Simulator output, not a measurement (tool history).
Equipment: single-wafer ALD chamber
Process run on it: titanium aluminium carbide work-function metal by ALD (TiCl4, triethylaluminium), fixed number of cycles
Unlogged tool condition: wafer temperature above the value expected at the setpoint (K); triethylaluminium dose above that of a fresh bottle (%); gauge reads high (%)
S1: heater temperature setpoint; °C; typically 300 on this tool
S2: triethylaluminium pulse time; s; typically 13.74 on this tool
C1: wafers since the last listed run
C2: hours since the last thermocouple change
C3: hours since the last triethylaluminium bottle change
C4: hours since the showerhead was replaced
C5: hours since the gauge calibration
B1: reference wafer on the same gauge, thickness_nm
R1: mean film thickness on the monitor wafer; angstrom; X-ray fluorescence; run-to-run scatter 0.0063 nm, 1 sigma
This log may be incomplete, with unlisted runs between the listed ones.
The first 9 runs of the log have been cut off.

run	day	S1	S2	C1	C2	C3	C4	C5	B1	R1
10	20.562	313	10.05	519	823.2	367.4	152.5	2369.4	2.27	22.89
# day 24.004: thermocouple changed; heater temperature recalibrated
11	28.658	300	13.74	1992	111.7	561.7	346.8	2563.7	2.27	22.21
12	31	310	16.99	601	167.9	617.9	403	2619.9	2.271	23.43
13	33.875	287	19.18	738	236.9	686.9	472	2688.9	2.271	21.47
14	39.225	293	9.48	1373	365.3	815.3	600.4	2817.3	2.269	20.28
# day 39.575: gauge calibrated
15	41.492	286	13.74	581	419.7	869.7	654.8	46	2.271	20.56
16	42.862	311	8.72	351	452.6	902.6	687.7	78.9	2.269	20.98
17	44.629	287	18.68	453	495	945	730.1	121.3	2.269	21
# day 45.804: triethylaluminium bottle replaced
18	47.033	300	13.74	531	552.7	29.5	787.8	179	2.27	22.45
19	48.275	285	10.84	318	582.5	59.3	817.6	208.8	2.27	20.98
20	49.542	294	13.74	325	612.9	89.7	848	239.2	2.271	22.05
21	51.421	300	13.74	482	658	134.8	893.1	284.3	2.27	22.62
22	53.846	300	13.74	622	716.2	193	951.3	342.5	2.27	22.37
23	55.871	291	11.69	519	764.8	241.6	999.9	391.1	2.269	21.5
24	58.083	291	13.74	567	817.9	294.7	1053	444.2	2.272	21.82
25	60.683	296	13.74	667	880.3	357.1	1115.4	506.6	2.27	21.99
26	62.842	300	18.67	554	932.1	408.9	1167.2	558.4	2.27	22.59
27	64.771	290	10.83	495	978.4	455.2	1213.5	604.7	2.271	21.24
# day 65.929: thermocouple changed; heater temperature recalibrated
28	66.608	309	13.74	386	16.3	499.3	1257.6	648.8	2.271	23.15
29	68.788	300	9.93	559	68.6	551.6	1309.9	701.1	2.271	21.78
30	70.862	309	16.35	532	118.4	601.4	1359.7	750.9	2.271	23.28
31	72.921	313	17.72	528	167.8	650.8	1409.1	800.3	2.271	23.67
32	74.762	308	17.18	472	212	695	1453.3	844.5	2.27	23.22
33	77.117	300	13.74	604	268.5	751.5	1509.8	901	2.269	22.24

4 options for the next run, each taken on its own from the tool as it stands now. Forecast them:
A	77.133	300	9.16	4	268.9	751.9	1510.2	901.4	?	?
B	77.133	300	16.03	4	268.9	751.9	1510.2	901.4	?	?
C	77.133	311	10.33	4	268.9	751.9	1510.2	901.4	?	?
D	77.133	295	8.53	4	268.9	751.9	1510.2	901.4	?	?

run	B1	R1
A	2.27	21.11
B	2.27	22.36
C	2.27	22.38
D	2.27	20.47
Without the tool's unlogged condition, the same runs would have read:
run	R1
A	21.95
B	22.6
C	23.1
D	21.39
